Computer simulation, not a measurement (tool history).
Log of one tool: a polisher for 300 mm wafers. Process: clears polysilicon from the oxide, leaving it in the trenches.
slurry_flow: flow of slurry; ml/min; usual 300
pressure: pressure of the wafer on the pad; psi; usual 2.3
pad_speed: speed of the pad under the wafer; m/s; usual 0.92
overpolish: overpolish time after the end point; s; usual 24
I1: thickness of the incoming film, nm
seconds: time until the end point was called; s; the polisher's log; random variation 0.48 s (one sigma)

Run 1, day 0: usual settings but pressure 1.9 psi; I1 592.3. Result: seconds 53.2 s.
Run 2, day 0.617: usual settings but pad_speed 1.12 m/s; I1 600.2. Result: seconds 40.3 s.
Run 3, day 1.325: usual settings but pad_speed 1.12 m/s; I1 599.4. Result: seconds 40.3 s.
Run 4, day 1.879: usual settings but pad_speed 1.12 m/s; I1 608.1. Result: seconds 41.2 s.
Run 5, day 2.6: usual settings; I1 596.8. Result: seconds 50.8 s.
At day 2.967: worn pad replaced by a new one.
Run 6, day 3.192: usual settings; I1 595. Result: seconds 46 s.
Run 7, day 3.446: usual settings; I1 599.6. Result: seconds 47.7 s.
Run 8, day 4.167: usual settings but pad_speed 1.02 m/s; I1 603.5. Result: seconds 43.8 s.
Run 9, day 4.704: usual settings but pad_speed 1.02 m/s; I1 603.7. Result: seconds 44.1 s.
Run 10, day 5.1: usual settings but pad_speed 1.02 m/s; I1 602.1. Result: seconds 45 s.
At day 5.308: head pressure recalibrated.
Run 11, day 5.7: usual settings; I1 599.2. Result: seconds 49.8 s.
Run 12, day 6.033: usual settings; I1 593.8. Result: seconds 49.6 s.
Run 13, day 6.425: usual settings; I1 590.2. Result: seconds 50 s.
At day 7.088: slurry nozzle cleaned.
Run 14, day 7.108: usual settings but pad_speed 1.06 m/s, overpolish 13 s; I1 602.6. Result: seconds 41.9 s.
Run 15, day 7.558: usual settings but slurry_flow 255 ml/min, pressure 1.9 psi, pad_speed 0.8 m/s, overpolish 10 s; I1 610.8. Result: seconds 64.4 s.
Run 16, day 8.1: usual settings but slurry_flow 380 ml/min; I1 600.4. Result: seconds 47.3 s.
At day 8.346: worn pad replaced by a new one.
Run 17, day 8.775: usual settings but pressure 1.5 psi; I1 592.2. Result: seconds 58 s.
Run 18, day 9.704: usual settings; I1 600.7. Result: seconds 47.3 s.
Run 19, day 10.125: usual settings but slurry_flow 240 ml/min, pressure 2.8 psi, pad_speed 1.24 m/s, overpolish 35 s; I1 594. Result: seconds 31.6 s.
Run 20, day 10.596: usual settings; I1 592.7. Result: seconds 46.7 s.
Run 21, day 10.858: usual settings but slurry_flow 360 ml/min, pressure 1.7 psi, pad_speed 0.8 m/s; I1 597.9. Result: seconds 65.4 s.
Run 22, day 11.279: usual settings but slurry_flow 350 ml/min, pressure 3 psi; I1 609.1. Result: seconds 40.8 s.
Run 23, day 11.538: usual settings but pad_speed 1.06 m/s, overpolish 16 s; I1 589.8. Result: seconds 40.8 s.
Run 24, day 12.175: usual settings; I1 608.4. Result: seconds 49.9 s.
Run 25, day 12.433: usual settings but slurry_flow 395 ml/min, pressure 3 psi; I1 600.5. Result: seconds 40.9 s.
Run 26, day 13.142: usual settings; I1 601.1. Result: seconds 51.2 s.

The same runs without the tool's hidden state, with the same run-to-run variation:
The hidden state here: removal rate lost through wear of the pad, %; slurry flow missing at the pad, %; deviation of the head's pressure from its setpoint, %.
run  seconds
  1     50.2
  2     37.5
  3       37
  4     37.4
  5     45.5
  6     43.9
  7     45.3
  8     40.9
  9     40.7
 10     41.2
 11     44.8
 12     44.4
 13     44.2
 14     39.4
 15       60
 16     43.8
 17     56.7
 18     45.4
 19       30
 20     44.1
 21     61.7
 22     38.2
 23     37.8
 24     45.7
 25     37.5
 26     45.9
